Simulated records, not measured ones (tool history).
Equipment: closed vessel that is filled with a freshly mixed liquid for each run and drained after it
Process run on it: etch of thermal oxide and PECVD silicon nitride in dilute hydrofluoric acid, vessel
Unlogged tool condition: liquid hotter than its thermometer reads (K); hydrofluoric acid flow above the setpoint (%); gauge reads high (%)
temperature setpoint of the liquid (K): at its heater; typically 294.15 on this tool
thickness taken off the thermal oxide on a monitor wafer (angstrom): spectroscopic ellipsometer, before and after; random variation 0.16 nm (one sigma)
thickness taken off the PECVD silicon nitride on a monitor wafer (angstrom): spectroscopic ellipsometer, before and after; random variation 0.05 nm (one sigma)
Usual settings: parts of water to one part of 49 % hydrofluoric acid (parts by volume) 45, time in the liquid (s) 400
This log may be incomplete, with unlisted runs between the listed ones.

run	hour	temperature setpoint of the liquid (K)	parts of water to one part of 49 % hydrofluoric acid (parts by volume)	time in the liquid (s)	wafers since the last listed run	hours since the thermometer was replaced	hours since the hydrofluoric acid flow meter was replaced	hours since the gauge calibration	read-back film thickness of the thermal oxide reference wafer, read on the same gauge (nm)	read-back film thickness of the PECVD silicon nitride reference wafer, read on the same gauge (nm)	thickness taken off the thermal oxide on a monitor wafer (angstrom)	thickness taken off the PECVD silicon nitride on a monitor wafer (angstrom)
1	0	296.65	55	400	0	1840.7	1952.4	1817.6	142.67	50.98	387.9	149.4
2	55.8	294.15	45	245	5981	1896.5	2008.2	1873.4	142.75	51	262.7	93.5
3	152.4	294.15	45	245	10354	1993.1	2104.8	1970	142.91	51.05	263.7	94.1
4	228.8	294.15	45	245	8189	2069.5	2181.2	2046.4	142.99	51.07	264.1	93.9
5	290.2	294.15	45	400	6581	2130.9	2242.6	2107.8	143.07	51.1	429.7	153.6
# hour 297.6: hydrofluoric acid flow meter replaced
# hour 317.9: gauge calibrated
6	366.9	294.15	45	400	8114	2207.6	69.3	49	140.03	50.01	420.1	150.4
7	422.4	294.15	45	400	5948	2263.1	124.8	104.5	140.04	50.03	421.1	150.1
8	481.3	294.15	45	400	6313	2322	183.7	163.4	140.08	50.07	422.3	150.3
9	536.1	291.65	60	170	5873	2376.8	238.5	218.2	140.2	50.08	117.6	40.4
10	598.4	298.65	30	400	6677	2439.1	300.8	280.5	140.3	50.11	775.8	302.6
11	637	290.15	35	400	4137	2477.7	339.4	319.1	140.36	50.14	462	145
12	889	294.15	45	535	27011	2729.7	591.4	571.1	140.65	50.27	565.1	201.2
13	975.8	294.15	50	480	9303	2816.5	678.2	657.9	140.88	50.3	453.9	164
14	1082.6	294.15	45	400	11447	2923.3	785	764.7	141.02	50.35	420.7	151
15	1129.7	291.65	45	180	5048	2970.4	832.1	811.8	141.11	50.38	172.3	57.1
16	1224.9	297.65	30	230	10204	3065.6	927.3	907	141.19	50.43	433.7	164
# hour 1232.6: thermometer replaced
17	1286.1	294.15	35	400	6452	53.5	988.5	968.2	141.22	50.45	552.5	192.5
18	1383.1	290.65	60	630	10397	150.5	1085.5	1065.2	141.42	50.52	425.9	141.2
19	1474.4	298.15	50	205	9786	241.8	1176.8	1156.5	141.53	50.53	230.2	92.5
20	1546	290.15	55	245	7674	313.4	1248.4	1228.1	141.56	50.57	177.5	58
21	1583.2	294.15	45	400	3987	350.6	1285.6	1265.3	141.65	50.6	426.1	151.9
22	1653	290.15	55	245	7481	420.4	1355.4	1335.1	141.78	50.64	178.1	58
23	1716.1	294.15	45	400	6763	483.5	1418.5	1398.2	141.81	50.67	426.6	152.1
24	1759.2	296.15	35	335	4619	526.6	1461.6	1441.3	141.89	50.69	503.2	187

Selected run-to-run steps in thickness taken off the thermal oxide on a monitor wafer (angstrom), each split into two signed amounts: the part the tool would show with no hidden state at all (from settings, incoming material and random variation), and the remainder, which goes to the hidden state together with any gauge scatter not common to the measured and the hidden-state-free results:
Run 4 -> 5: time in the liquid (s) 245 -> 400. thickness taken off the thermal oxide on a monitor wafer (angstrom) +165.6: hidden state +3.7, all else +161.9.
Run 5 -> 6: hydrofluoric acid flow meter replaced, gauge calibrated. thickness taken off the thermal oxide on a monitor wafer (angstrom) -9.6: hidden state -9.3, all else -0.3.
Run 9 -> 10: temperature setpoint of the liquid (K) 291.65 -> 298.65, parts of water to one part of 49 % hydrofluoric acid (parts by volume) 60 -> 30, time in the liquid (s) 170 -> 400. thickness taken off the thermal oxide on a monitor wafer (angstrom) +658.2: hidden state +1.7, all else +656.5.
Run 10 -> 11: temperature setpoint of the liquid (K) 298.65 -> 290.15, parts of water to one part of 49 % hydrofluoric acid (parts by volume) 30 -> 35. thickness taken off the thermal oxide on a monitor wafer (angstrom) -313.8: hidden state -0.6, all else -313.2.
